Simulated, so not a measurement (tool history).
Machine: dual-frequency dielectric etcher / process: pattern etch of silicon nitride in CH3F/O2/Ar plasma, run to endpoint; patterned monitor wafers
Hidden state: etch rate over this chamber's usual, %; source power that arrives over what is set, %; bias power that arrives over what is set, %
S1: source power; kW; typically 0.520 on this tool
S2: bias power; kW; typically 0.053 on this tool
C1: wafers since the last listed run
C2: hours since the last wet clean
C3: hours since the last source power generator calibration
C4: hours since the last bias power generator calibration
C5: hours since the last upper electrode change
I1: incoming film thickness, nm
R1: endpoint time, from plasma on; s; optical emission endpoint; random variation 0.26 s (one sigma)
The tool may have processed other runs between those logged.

run,hour,S1,S2,C1,C2,C3,C4,C5,I1,R1
1,0.0,0.520,0.053,0,378.4,3981.5,2362.9,2987.2,36.07,57.2
# hour 47.4: wet clean of the chamber
2,47.8,0.520,0.053,372,0.4,4029.3,2410.7,3035.0,35.89,57.3
3,141.9,0.520,0.053,1470,94.5,4123.4,2504.8,3129.1,35.91,57.2
4,190.6,0.520,0.053,761,143.2,4172.1,2553.5,3177.8,35.77,57.0
5,281.7,0.520,0.053,1423,234.3,4263.2,2644.6,3268.9,35.98,57.0
6,340.7,0.520,0.053,922,293.3,4322.2,2703.6,3327.9,35.71,57.4
7,446.0,0.520,0.053,1645,398.6,4427.5,2808.9,3433.2,35.59,56.8
# hour 501.8: wet clean of the chamber
8,518.1,0.520,0.053,751,16.3,4499.6,2881.0,3505.3,35.83,57.4
9,564.6,0.520,0.053,726,62.8,4546.1,2927.5,3551.8,36.04,57.5
10,668.2,0.520,0.053,1619,166.4,4649.7,3031.1,3655.4,35.99,57.4
11,709.3,0.520,0.053,642,207.5,4690.8,3072.2,3696.5,35.68,57.0
12,806.1,0.520,0.053,1513,304.3,4787.6,3169.0,3793.3,36.41,58.8
# hour 852.4: source power generator calibrated
13,895.4,0.520,0.059,1333,393.6,43.0,3258.3,3882.6,35.95,53.5
# hour 972.7: wet clean of the chamber
14,978.0,0.520,0.059,915,5.3,125.6,3340.9,3965.2,35.87,53.9
# hour 1140.0: upper electrode replaced
# hour 1182.9: bias power generator calibrated
15,1195.4,0.520,0.053,2960,222.7,343.0,12.5,55.4,35.80,55.9
16,1281.1,0.410,0.043,1339,308.4,428.7,98.2,141.1,35.54,69.5
17,1334.4,0.560,0.048,833,361.7,482.0,151.5,194.4,35.80,54.8
18,1387.9,0.520,0.053,836,415.2,535.5,205.0,247.9,36.08,56.0
# hour 1417.5: wet clean of the chamber
19,1448.0,0.420,0.059,564,30.5,595.6,265.1,308.0,36.11,62.7
20,1505.9,0.420,0.046,904,88.4,653.5,323.0,365.9,35.70,67.6
21,1597.1,0.460,0.044,1425,179.6,744.7,414.2,457.1,35.67,63.9
22,1681.9,0.610,0.057,1325,264.4,829.5,499.0,541.9,35.79,49.3
23,1786.5,0.400,0.058,1634,369.0,934.1,603.6,646.5,35.60,64.6
# hour 1866.8: wet clean of the chamber
24,1882.3,0.520,0.053,1122,15.5,1029.9,699.4,742.3,35.71,55.5
25,1941.9,0.520,0.053,931,75.1,1089.5,759.0,801.9,35.89,55.8
26,1988.3,0.490,0.061,725,121.5,1135.9,805.4,848.3,35.93,55.4
27,2067.9,0.590,0.053,1244,201.1,1215.5,885.0,927.9,36.05,52.0
28,2144.2,0.630,0.064,1192,277.4,1291.8,961.3,1004.2,35.83,47.1

For each entry between runs, how does the tool's hidden state at the last listed run before it compare with that at the first listed run after it?
In the gap between runs 1 and 2: wet clean of the chamber (hour 47.4)
  source power that arrives over what is set, %: -4.75 -> -4.8
  what was measured, less what the result would be without the hidden state, R1: +1.7 -> +1.8 s
In the gap between runs 7 and 8: wet clean of the chamber (hour 501.8)
  source power that arrives over what is set, %: -5.24 -> -5.32
  what was measured, less what the result would be without the hidden state, R1: +1.9 -> +2.0 s
In the gap between runs 12 and 13: source power generator calibrated (hour 852.4)
  source power that arrives over what is set, %: -5.63 -> -1.17
  what was measured, less what the result would be without the hidden state, R1: +2.1 -> +0.4 s
In the gap between runs 13 and 14: wet clean of the chamber (hour 972.7)
  source power that arrives over what is set, %: -1.17 -> -1.26
  what was measured, less what the result would be without the hidden state, R1: +0.4 -> +0.5 s
In the gap between runs 14 and 15: upper electrode replaced (hour 1140.0); bias power generator calibrated (hour 1182.9)
  source power that arrives over what is set, %: -1.26 -> -1.5
  what was measured, less what the result would be without the hidden state, R1: +0.5 -> +0.6 s
In the gap between runs 18 and 19: wet clean of the chamber (hour 1417.5)
  source power that arrives over what is set, %: -1.71 -> -1.77
  what was measured, less what the result would be without the hidden state, R1: +0.6 -> +0.7 s
In the gap between runs 23 and 24: wet clean of the chamber (hour 1866.8)
  source power that arrives over what is set, %: -2.14 -> -2.25
  what was measured, less what the result would be without the hidden state, R1: +0.8 -> +0.8 s
